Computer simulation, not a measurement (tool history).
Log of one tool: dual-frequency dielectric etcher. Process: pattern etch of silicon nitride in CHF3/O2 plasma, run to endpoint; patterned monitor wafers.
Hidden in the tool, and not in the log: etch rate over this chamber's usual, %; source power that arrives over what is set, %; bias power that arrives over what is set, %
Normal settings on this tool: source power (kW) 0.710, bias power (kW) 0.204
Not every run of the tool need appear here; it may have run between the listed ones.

run     day  source power (kW)  bias power (kW)  wafers since the last listed run  hours since the last wet clean  hours since the last source power generator calibration  hours since the last bias power generator calibration  hours since the last upper electrode change  incoming incoming film thickness, nm  endpoint time (s)
  1   0.000              0.710            0.204                                 0                           201.9                                                   3964.3                                                 3572.5                                       2106.3                                  74.8               41.3
  2   2.917              0.710            0.204                               461                           271.9                                                   4034.3                                                 3642.5                                       2176.3                                  75.3               41.5
  3   3.758              0.710            0.204                               133                           292.1                                                   4054.5                                                 3662.7                                       2196.5                                  74.6               41.8
  4   5.000              0.670            0.204                               196                           321.9                                                   4084.3                                                 3692.5                                       2226.3                                  75.8               43.1
  5   6.012              0.670            0.204                               160                           346.2                                                   4108.6                                                 3716.8                                       2250.6                                  75.6               42.9
  6   6.804              0.760            0.204                               125                           365.2                                                   4127.6                                                 3735.8                                       2269.6                                  76.3               42.0
      8.017  -- upper electrode replaced
  7   8.038              0.710            0.204                                36                           394.8                                                   4157.2                                                 3765.4                                          0.5                                  76.2               42.8
  8   9.308              0.760            0.204                               201                           425.3                                                   4187.7                                                 3795.9                                         31.0                                  75.0               41.4
  9  10.312              0.540            0.157                               158                           449.4                                                   4211.8                                                 3820.0                                         55.1                                  75.4               50.5
     11.838  -- wet clean of the chamber
 10  11.858              0.710            0.204                                86                             0.5                                                   4248.9                                                 3857.1                                         92.2                                  74.5               39.7
     12.104  -- source power generator calibrated
     12.892  -- bias power generator calibrated
 11  12.946              0.710            0.170                               119                            26.6                                                     20.2                                                    1.3                                        118.3                                  75.6               43.6
 12  14.217              0.820            0.162                               201                            57.1                                                     50.7                                                   31.8                                        148.8                                  75.5               42.7
 13  15.050              0.670            0.204                               131                            77.1                                                     70.7                                                   51.8                                        168.8                                  75.5               41.4
 14  15.883              0.630            0.158                               131                            97.1                                                     90.7                                                   71.8                                        188.8                                  75.2               46.4
 15  16.475              0.710            0.165                                93                           111.3                                                    104.9                                                   86.0                                        203.0                                  75.9               44.4

Below are 4 alternative next runs, each starting from the tool's condition after run 15. Predict each:
  A  16.492              0.710            0.204                                 2                           111.7                                                    105.3                                                   86.4                                        203.4                                  75.1                  ?
  B  16.492              0.820            0.252                                 2                           111.7                                                    105.3                                                   86.4                                        203.4                                  75.1                  ?
  C  16.492              0.580            0.232                                 2                           111.7                                                    105.3                                                   86.4                                        203.4                                  75.1                  ?
  D  16.492              0.560            0.156                                 2                           111.7                                                    105.3                                                   86.4                                        203.4                                  75.1                  ?

run  endpoint time (s)
  A               40.7
  B               36.1
  C               40.8
  D               47.9
Without the tool's unlogged condition, the same runs would have read:
run  endpoint time (s)
  A               40.6
  B               36.0
  C               40.6
  D               47.7
